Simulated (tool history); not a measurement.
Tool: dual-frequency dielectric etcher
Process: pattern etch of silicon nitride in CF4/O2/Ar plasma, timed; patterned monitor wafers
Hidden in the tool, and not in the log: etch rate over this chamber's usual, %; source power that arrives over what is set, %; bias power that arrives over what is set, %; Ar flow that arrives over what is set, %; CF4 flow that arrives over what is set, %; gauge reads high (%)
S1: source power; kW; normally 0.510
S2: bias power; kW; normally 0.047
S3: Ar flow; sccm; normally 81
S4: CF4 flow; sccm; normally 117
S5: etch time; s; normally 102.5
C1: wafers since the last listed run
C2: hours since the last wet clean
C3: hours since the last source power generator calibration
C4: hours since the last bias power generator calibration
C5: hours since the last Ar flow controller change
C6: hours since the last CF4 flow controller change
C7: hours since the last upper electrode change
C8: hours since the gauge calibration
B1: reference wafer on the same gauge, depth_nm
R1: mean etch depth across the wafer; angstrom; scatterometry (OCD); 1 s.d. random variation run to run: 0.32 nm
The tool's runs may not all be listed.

{"run": 1, "hour": 0.0, "S1": 0.51, "S2": 0.047, "S3": 81, "S4": 117, "S5": 102.5, "C1": 0, "C2": 486.2, "C3": 12.1, "C4": 2731.7, "C5": 0.5, "C6": 2565.3, "C7": 6049.6, "C8": 306.9, "B1": 186.9, "R1": 2022}
{"hour": 35.4, "done": "wet clean of the chamber"}
{"run": 2, "hour": 35.9, "S1": 0.51, "S2": 0.047, "S3": 81, "S4": 117, "S5": 102.5, "C1": 84, "C2": 0.5, "C3": 48.0, "C4": 2767.6, "C5": 36.4, "C6": 2601.2, "C7": 6085.5, "C8": 342.8, "B1": 187.0, "R1": 1997}
{"run": 3, "hour": 36.2, "S1": 0.51, "S2": 0.047, "S3": 81, "S4": 117, "S5": 102.5, "C1": 2, "C2": 0.8, "C3": 48.3, "C4": 2767.9, "C5": 36.7, "C6": 2601.5, "C7": 6085.8, "C8": 343.1, "B1": 187.0, "R1": 1990}
{"run": 4, "hour": 36.6, "S1": 0.51, "S2": 0.047, "S3": 81, "S4": 117, "S5": 102.5, "C1": 2, "C2": 1.2, "C3": 48.7, "C4": 2768.3, "C5": 37.1, "C6": 2601.9, "C7": 6086.2, "C8": 343.5, "B1": 187.0, "R1": 1987}
{"run": 5, "hour": 37.4, "S1": 0.59, "S2": 0.047, "S3": 81, "S4": 117, "S5": 102.5, "C1": 5, "C2": 2.0, "C3": 49.5, "C4": 2769.1, "C5": 37.9, "C6": 2602.7, "C7": 6087.0, "C8": 344.3, "B1": 187.0, "R1": 2319}
{"run": 6, "hour": 47.2, "S1": 0.51, "S2": 0.039, "S3": 81, "S4": 117, "S5": 102.5, "C1": 69, "C2": 11.8, "C3": 59.3, "C4": 2778.9, "C5": 47.7, "C6": 2612.5, "C7": 6096.8, "C8": 354.1, "B1": 187.0, "R1": 1880}
{"hour": 64.0, "done": "bias power generator calibrated"}
{"hour": 67.3, "done": "CF4 flow controller replaced"}
{"run": 7, "hour": 67.8, "S1": 0.45, "S2": 0.05, "S3": 81, "S4": 117, "S5": 102.5, "C1": 94, "C2": 32.4, "C3": 79.9, "C4": 3.8, "C5": 68.3, "C6": 0.5, "C7": 6117.4, "C8": 374.7, "B1": 187.1, "R1": 1776}
{"run": 8, "hour": 78.3, "S1": 0.51, "S2": 0.04, "S3": 81, "S4": 117, "S5": 111.5, "C1": 74, "C2": 42.9, "C3": 90.4, "C4": 14.3, "C5": 78.8, "C6": 11.0, "C7": 6127.9, "C8": 385.2, "B1": 187.0, "R1": 2065}
{"run": 9, "hour": 92.3, "S1": 0.51, "S2": 0.047, "S3": 81, "S4": 117, "S5": 129.0, "C1": 99, "C2": 56.9, "C3": 104.4, "C4": 28.3, "C5": 92.8, "C6": 25.0, "C7": 6141.9, "C8": 399.2, "B1": 187.1, "R1": 2515}
{"run": 10, "hour": 102.9, "S1": 0.51, "S2": 0.047, "S3": 100, "S4": 117, "S5": 102.5, "C1": 75, "C2": 67.5, "C3": 115.0, "C4": 38.9, "C5": 103.4, "C6": 35.6, "C7": 6152.5, "C8": 409.8, "B1": 187.1, "R1": 1960}
{"run": 11, "hour": 120.8, "S1": 0.51, "S2": 0.047, "S3": 81, "S4": 117, "S5": 102.5, "C1": 127, "C2": 85.4, "C3": 132.9, "C4": 56.8, "C5": 121.3, "C6": 53.5, "C7": 6170.4, "C8": 427.7, "B1": 187.1, "R1": 1996}
{"run": 12, "hour": 129.1, "S1": 0.51, "S2": 0.047, "S3": 81, "S4": 117, "S5": 102.5, "C1": 58, "C2": 93.7, "C3": 141.2, "C4": 65.1, "C5": 129.6, "C6": 61.8, "C7": 6178.7, "C8": 436.0, "B1": 187.0, "R1": 1998}
{"hour": 135.3, "done": "gauge calibrated"}
{"run": 13, "hour": 138.7, "S1": 0.51, "S2": 0.039, "S3": 81, "S4": 132, "S5": 102.5, "C1": 68, "C2": 103.3, "C3": 150.8, "C4": 74.7, "C5": 139.2, "C6": 71.4, "C7": 6188.3, "C8": 3.4, "B1": 187.0, "R1": 1910}
{"run": 14, "hour": 145.9, "S1": 0.51, "S2": 0.047, "S3": 81, "S4": 117, "S5": 102.5, "C1": 51, "C2": 110.5, "C3": 158.0, "C4": 81.9, "C5": 146.4, "C6": 78.6, "C7": 6195.5, "C8": 10.6, "B1": 186.9, "R1": 1999}
{"hour": 172.4, "done": "upper electrode replaced"}
{"run": 15, "hour": 172.9, "S1": 0.51, "S2": 0.047, "S3": 86, "S4": 126, "S5": 102.5, "C1": 21, "C2": 137.5, "C3": 185.0, "C4": 108.9, "C5": 173.4, "C6": 105.6, "C7": 0.5, "C8": 37.6, "B1": 187.0, "R1": 2010}
{"run": 16, "hour": 173.2, "S1": 0.46, "S2": 0.043, "S3": 81, "S4": 141, "S5": 102.5, "C1": 2, "C2": 137.8, "C3": 185.3, "C4": 109.2, "C5": 173.7, "C6": 105.9, "C7": 0.8, "C8": 37.9, "B1": 187.0, "R1": 1772}
{"run": 17, "hour": 173.6, "S1": 0.51, "S2": 0.047, "S3": 81, "S4": 117, "S5": 102.5, "C1": 2, "C2": 138.2, "C3": 185.7, "C4": 109.6, "C5": 174.1, "C6": 106.3, "C7": 1.2, "C8": 38.3, "B1": 187.0, "R1": 2006}
{"run": 18, "hour": 219.3, "S1": 0.51, "S2": 0.047, "S3": 81, "S4": 93, "S5": 102.5, "C1": 324, "C2": 183.9, "C3": 231.4, "C4": 155.3, "C5": 219.8, "C6": 152.0, "C7": 46.9, "C8": 84.0, "B1": 186.9, "R1": 1947}
{"run": 19, "hour": 232.4, "S1": 0.51, "S2": 0.047, "S3": 81, "S4": 117, "S5": 102.5, "C1": 92, "C2": 197.0, "C3": 244.5, "C4": 168.4, "C5": 232.9, "C6": 165.1, "C7": 60.0, "C8": 97.1, "B1": 187.0, "R1": 2004}
{"run": 20, "hour": 245.7, "S1": 0.51, "S2": 0.043, "S3": 81, "S4": 117, "S5": 89.5, "C1": 94, "C2": 210.3, "C3": 257.8, "C4": 181.7, "C5": 246.2, "C6": 178.4, "C7": 73.3, "C8": 110.4, "B1": 187.1, "R1": 1698}
{"run": 21, "hour": 254.6, "S1": 0.51, "S2": 0.047, "S3": 81, "S4": 117, "S5": 102.5, "C1": 63, "C2": 219.2, "C3": 266.7, "C4": 190.6, "C5": 255.1, "C6": 187.3, "C7": 82.2, "C8": 119.3, "B1": 187.1, "R1": 2006}
{"run": 22, "hour": 263.5, "S1": 0.51, "S2": 0.047, "S3": 81, "S4": 126, "S5": 89.5, "C1": 63, "C2": 228.1, "C3": 275.6, "C4": 199.5, "C5": 264.0, "C6": 196.2, "C7": 91.1, "C8": 128.2, "B1": 187.1, "R1": 1767}

Describe how what the log doesn't record of the tool's condition differs between the last listed run preceding each entry between runs and the first listed run following it.
Runs 1 to 2: wet clean of the chamber (hour 35.4)
  etch rate over this chamber's usual, %: 1.75 -> 0.307; source power that arrives over what is set, %: -0.731 -> -0.79
  measured less the result without the state, R1: +20 -> -11 angstrom
Runs 6 to 7: bias power generator calibrated (hour 64.0); CF4 flow controller replaced (hour 67.3)
  etch rate over this chamber's usual, %: 0.357 -> 0.448; source power that arrives over what is set, %: -0.808 -> -0.842
  measured less the result without the state, R1: -10 -> -8 angstrom
Runs 12 to 13: gauge calibrated (hour 135.3)
  etch rate over this chamber's usual, %: 0.717 -> 0.759; source power that arrives over what is set, %: -0.941 -> -0.957
  measured less the result without the state, R1: -5 -> -5 angstrom
Runs 14 to 15: upper electrode replaced (hour 172.4)
  etch rate over this chamber's usual, %: 0.791 -> 0.91; source power that arrives over what is set, %: -0.968 -> -1.01
  measured less the result without the state, R1: -5 -> -4 angstrom
